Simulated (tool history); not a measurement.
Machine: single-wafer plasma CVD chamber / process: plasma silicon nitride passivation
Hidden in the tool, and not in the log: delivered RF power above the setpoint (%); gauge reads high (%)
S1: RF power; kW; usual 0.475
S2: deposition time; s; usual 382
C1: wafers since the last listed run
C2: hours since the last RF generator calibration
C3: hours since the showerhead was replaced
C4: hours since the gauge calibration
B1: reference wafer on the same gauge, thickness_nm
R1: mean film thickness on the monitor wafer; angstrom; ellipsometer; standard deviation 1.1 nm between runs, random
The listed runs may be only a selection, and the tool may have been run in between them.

{"run": 1, "hour": 0.0, "S1": 0.475, "S2": 430, "C1": 0, "C2": 746.8, "C3": 2671.9, "C4": 160.6, "B1": 629.786, "R1": 5952.31}
{"run": 2, "hour": 7.3, "S1": 0.505, "S2": 382, "C1": 47, "C2": 754.1, "C3": 2679.2, "C4": 167.9, "B1": 629.905, "R1": 5373.84}
{"run": 3, "hour": 24.6, "S1": 0.505, "S2": 382, "C1": 113, "C2": 771.4, "C3": 2696.5, "C4": 185.2, "B1": 630.069, "R1": 5357.64}
{"run": 4, "hour": 31.0, "S1": 0.475, "S2": 382, "C1": 41, "C2": 777.8, "C3": 2702.9, "C4": 191.6, "B1": 629.984, "R1": 5272.06}
{"hour": 38.3, "done": "gauge calibrated"}
{"run": 5, "hour": 41.4, "S1": 0.475, "S2": 382, "C1": 68, "C2": 788.2, "C3": 2713.3, "C4": 3.1, "B1": 629.877, "R1": 5295.07}
{"run": 6, "hour": 50.7, "S1": 0.475, "S2": 382, "C1": 61, "C2": 797.5, "C3": 2722.6, "C4": 12.4, "B1": 630.187, "R1": 5290.5}
{"run": 7, "hour": 59.5, "S1": 0.475, "S2": 382, "C1": 57, "C2": 806.3, "C3": 2731.4, "C4": 21.2, "B1": 629.845, "R1": 5283.7}
{"run": 8, "hour": 76.6, "S1": 0.475, "S2": 382, "C1": 112, "C2": 823.4, "C3": 2748.5, "C4": 38.3, "B1": 629.641, "R1": 5304.46}
{"run": 9, "hour": 90.0, "S1": 0.475, "S2": 382, "C1": 87, "C2": 836.8, "C3": 2761.9, "C4": 51.7, "B1": 630.306, "R1": 5283.39}
{"run": 10, "hour": 103.1, "S1": 0.475, "S2": 382, "C1": 85, "C2": 849.9, "C3": 2775, "C4": 64.8, "B1": 629.87, "R1": 5295.57}
{"hour": 127.5, "done": "showerhead replaced"}
{"run": 11, "hour": 128.0, "S1": 0.475, "S2": 419, "C1": 110, "C2": 874.8, "C3": 0.5, "C4": 89.7, "B1": 629.675, "R1": 5798.66}
{"run": 12, "hour": 132.0, "S1": 0.475, "S2": 382, "C1": 26, "C2": 878.8, "C3": 4.5, "C4": 93.7, "B1": 630.387, "R1": 5272.91}
{"run": 13, "hour": 144.3, "S1": 0.475, "S2": 382, "C1": 80, "C2": 891.1, "C3": 16.8, "C4": 106, "B1": 630.141, "R1": 5281.37}
{"run": 14, "hour": 151.4, "S1": 0.475, "S2": 382, "C1": 46, "C2": 898.2, "C3": 23.9, "C4": 113.1, "B1": 629.743, "R1": 5286.11}
{"run": 15, "hour": 157.7, "S1": 0.475, "S2": 382, "C1": 41, "C2": 904.5, "C3": 30.2, "C4": 119.4, "B1": 630.195, "R1": 5276.76}
{"hour": 180.0, "done": "RF generator calibrated"}
{"run": 16, "hour": 180.5, "S1": 0.505, "S2": 405, "C1": 97, "C2": 0.5, "C3": 53, "C4": 142.2, "B1": 630.06, "R1": 5833.98}
{"run": 17, "hour": 187.5, "S1": 0.54, "S2": 325, "C1": 45, "C2": 7.5, "C3": 60, "C4": 149.2, "B1": 629.651, "R1": 4755.87}
{"run": 18, "hour": 195.1, "S1": 0.435, "S2": 428, "C1": 49, "C2": 15.1, "C3": 67.6, "C4": 156.8, "B1": 629.558, "R1": 5904.02}
{"run": 19, "hour": 207.7, "S1": 0.42, "S2": 342, "C1": 82, "C2": 27.7, "C3": 80.2, "C4": 169.4, "B1": 630.345, "R1": 4678.62}
{"run": 20, "hour": 219.8, "S1": 0.475, "S2": 382, "C1": 79, "C2": 39.8, "C3": 92.3, "C4": 181.5, "B1": 630.222, "R1": 5398.87}
{"run": 21, "hour": 229.2, "S1": 0.475, "S2": 406, "C1": 61, "C2": 49.2, "C3": 101.7, "C4": 190.9, "B1": 630.125, "R1": 5728.69}
{"run": 22, "hour": 244.8, "S1": 0.395, "S2": 418, "C1": 102, "C2": 64.8, "C3": 117.3, "C4": 206.5, "B1": 629.787, "R1": 5644.22}
{"hour": 255.2, "done": "gauge calibrated"}
{"run": 23, "hour": 261.8, "S1": 0.42, "S2": 345, "C1": 111, "C2": 81.8, "C3": 134.3, "C4": 6.6, "B1": 629.79, "R1": 4724.39}
{"run": 24, "hour": 275.9, "S1": 0.4, "S2": 421, "C1": 92, "C2": 95.9, "C3": 148.4, "C4": 20.7, "B1": 629.828, "R1": 5677.75}
{"run": 25, "hour": 285.1, "S1": 0.45, "S2": 351, "C1": 60, "C2": 105.1, "C3": 157.6, "C4": 29.9, "B1": 630.379, "R1": 4895.81}
{"run": 26, "hour": 291.4, "S1": 0.395, "S2": 446, "C1": 41, "C2": 111.4, "C3": 163.9, "C4": 36.2, "B1": 629.95, "R1": 5977.48}
{"run": 27, "hour": 309.2, "S1": 0.475, "S2": 382, "C1": 116, "C2": 129.2, "C3": 181.7, "C4": 54, "B1": 629.868, "R1": 5388.78}
{"run": 28, "hour": 316.8, "S1": 0.475, "S2": 382, "C1": 49, "C2": 136.8, "C3": 189.3, "C4": 61.6, "B1": 630.188, "R1": 5405.08}
{"run": 29, "hour": 360.9, "S1": 0.475, "S2": 382, "C1": 289, "C2": 180.9, "C3": 233.4, "C4": 105.7, "B1": 630.239, "R1": 5380.11}
{"run": 30, "hour": 368.2, "S1": 0.45, "S2": 409, "C1": 47, "C2": 188.2, "C3": 240.7, "C4": 113, "B1": 630.103, "R1": 5682.31}
{"run": 31, "hour": 412.6, "S1": 0.475, "S2": 321, "C1": 291, "C2": 232.6, "C3": 285.1, "C4": 157.4, "B1": 629.742, "R1": 4540}

What if the next run were any one of these 5? Each begins from the tool's condition after run 31:
{"run": "A", "hour": 413.1, "S1": 0.475, "S2": 382, "C1": 3, "C2": 233.1, "C3": 285.6, "C4": 157.9, "B1": "?", "R1": "?"}
{"run": "B", "hour": 413.1, "S1": 0.475, "S2": 404, "C1": 3, "C2": 233.1, "C3": 285.6, "C4": 157.9, "B1": "?", "R1": "?"}
{"run": "C", "hour": 413.1, "S1": 0.445, "S2": 382, "C1": 3, "C2": 233.1, "C3": 285.6, "C4": 157.9, "B1": "?", "R1": "?"}
{"run": "D", "hour": 413.1, "S1": 0.555, "S2": 436, "C1": 3, "C2": 233.1, "C3": 285.6, "C4": 157.9, "B1": "?", "R1": "?"}
{"run": "E", "hour": 413.1, "S1": 0.475, "S2": 427, "C1": 3, "C2": 233.1, "C3": 285.6, "C4": 157.9, "B1": "?", "R1": "?"}

run=A B1=630.115 R1=5387.67
run=B B1=630.115 R1=5697.96
run=C B1=630.115 R1=5293.66
run=D B1=630.115 R1=6415.9
run=E B1=630.115 R1=6022.34
With the hidden condition removed and each run's random variation left untouched, the same runs would have given:
run=A R1=5425.24
run=B R1=5737.69
run=C R1=5330.57
run=D R1=6460.63
run=E R1=6064.34

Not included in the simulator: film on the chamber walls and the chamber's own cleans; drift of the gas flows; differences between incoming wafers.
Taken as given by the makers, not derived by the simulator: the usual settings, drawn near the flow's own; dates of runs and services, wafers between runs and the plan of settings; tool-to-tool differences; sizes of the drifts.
